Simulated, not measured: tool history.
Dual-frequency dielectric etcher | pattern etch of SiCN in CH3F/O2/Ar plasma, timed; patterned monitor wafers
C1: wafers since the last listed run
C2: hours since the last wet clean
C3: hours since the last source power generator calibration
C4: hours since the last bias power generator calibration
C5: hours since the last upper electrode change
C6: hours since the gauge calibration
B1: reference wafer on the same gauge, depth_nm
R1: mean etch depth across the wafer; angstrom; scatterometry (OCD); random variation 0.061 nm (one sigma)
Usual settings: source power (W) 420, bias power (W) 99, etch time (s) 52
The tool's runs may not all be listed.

Run 1, hour 0: usual settings; C1 0; C2 111.1; C3 2655.1; C4 3068.4; C5 2895.5; C6 130.2; B1 21.79. Result: R1 212.3 angstrom.
Run 2, hour 14: usual settings; C1 131; C2 125.1; C3 2669.1; C4 3082.4; C5 2909.5; C6 144.2; B1 21.79. Result: R1 212.9 angstrom.
Run 3, hour 28.1: usual settings; C1 132; C2 139.2; C3 2683.2; C4 3096.5; C5 2923.6; C6 158.3; B1 21.8. Result: R1 212.1 angstrom.
Run 4, hour 60.4: usual settings but bias power (W) 115, etch time (s) 43.5; C1 304; C2 171.5; C3 2715.5; C4 3128.8; C5 2955.9; C6 190.6; B1 21.81. Result: R1 187 angstrom.
Run 5, hour 92.1: usual settings but bias power (W) 115, etch time (s) 43.5; C1 298; C2 203.2; C3 2747.2; C4 3160.5; C5 2987.6; C6 222.3; B1 21.81. Result: R1 188.5 angstrom.
Run 6, hour 109.7: usual settings but bias power (W) 114, etch time (s) 60.5; C1 165; C2 220.8; C3 2764.8; C4 3178.1; C5 3005.2; C6 239.9; B1 21.78. Result: R1 261.7 angstrom.
At hour 130.8: source power generator calibrated.
Run 7, hour 132.8: usual settings but bias power (W) 118; C1 179; C2 243.9; C3 2; C4 3201.2; C5 3028.3; C6 263; B1 21.79. Result: R1 229.2 angstrom.
Run 8, hour 157.4: usual settings but etch time (s) 39; C1 231; C2 268.5; C3 26.6; C4 3225.8; C5 3052.9; C6 287.6; B1 21.78. Result: R1 161.8 angstrom.
At hour 165.3: gauge calibrated.
At hour 196.6: wet clean of the chamber.
Run 9, hour 197.1: usual settings but source power (W) 450, bias power (W) 82, etch time (s) 38.5; C1 147; C2 0.5; C3 66.3; C4 3265.5; C5 3092.6; C6 31.8; B1 21.78. Result: R1 143.3 angstrom.
At hour 231.4: upper electrode replaced.
At hour 246: bias power generator calibrated.
At hour 253.8: wet clean of the chamber, repeated, since the last time left the tool worse.
Run 10, hour 254.3: usual settings but source power (W) 370, bias power (W) 112, etch time (s) 45; C1 200; C2 0.5; C3 123.5; C4 8.3; C5 22.9; C6 89; B1 21.8. Result: R1 176.3 angstrom.
Run 11, hour 254.8: usual settings; C1 4; C2 1; C3 124; C4 8.8; C5 23.4; C6 89.5; B1 21.8. Result: R1 209.7 angstrom.
Run 12, hour 273.5: usual settings but bias power (W) 118; C1 176; C2 19.7; C3 142.7; C4 27.5; C5 42.1; C6 108.2; B1 21.79. Result: R1 222.1 angstrom.
Run 13, hour 295.1: usual settings but source power (W) 380, bias power (W) 90, etch time (s) 60; C1 203; C2 41.3; C3 164.3; C4 49.1; C5 63.7; C6 129.8; B1 21.82. Result: R1 222.6 angstrom.
Run 14, hour 330.6: usual settings but source power (W) 350, bias power (W) 81, etch time (s) 64; C1 334; C2 76.8; C3 199.8; C4 84.6; C5 99.2; C6 165.3; B1 21.79. Result: R1 220.5 angstrom.
Run 15, hour 345: usual settings but etch time (s) 64; C1 135; C2 91.2; C3 214.2; C4 99; C5 113.6; C6 179.7; B1 21.8. Result: R1 259.1 angstrom.

The tool's hidden state at each run:
source power that arrives over what is set, %: 0 in every run
bias power that arrives over what is set, %: 0 in every run
gauge reads high (%): 0 in every run
H1: etch rate over this chamber's usual, %
run      H1
  1     1.1
  2    1.25
  3     1.4
  4    1.74
  5    2.08
  6    2.26
  7    2.51
  8    2.77
  9   -6.11
 10  -0.375
 11  -0.369
 12   -0.17
 13  0.0596
 14   0.437
 15    0.59
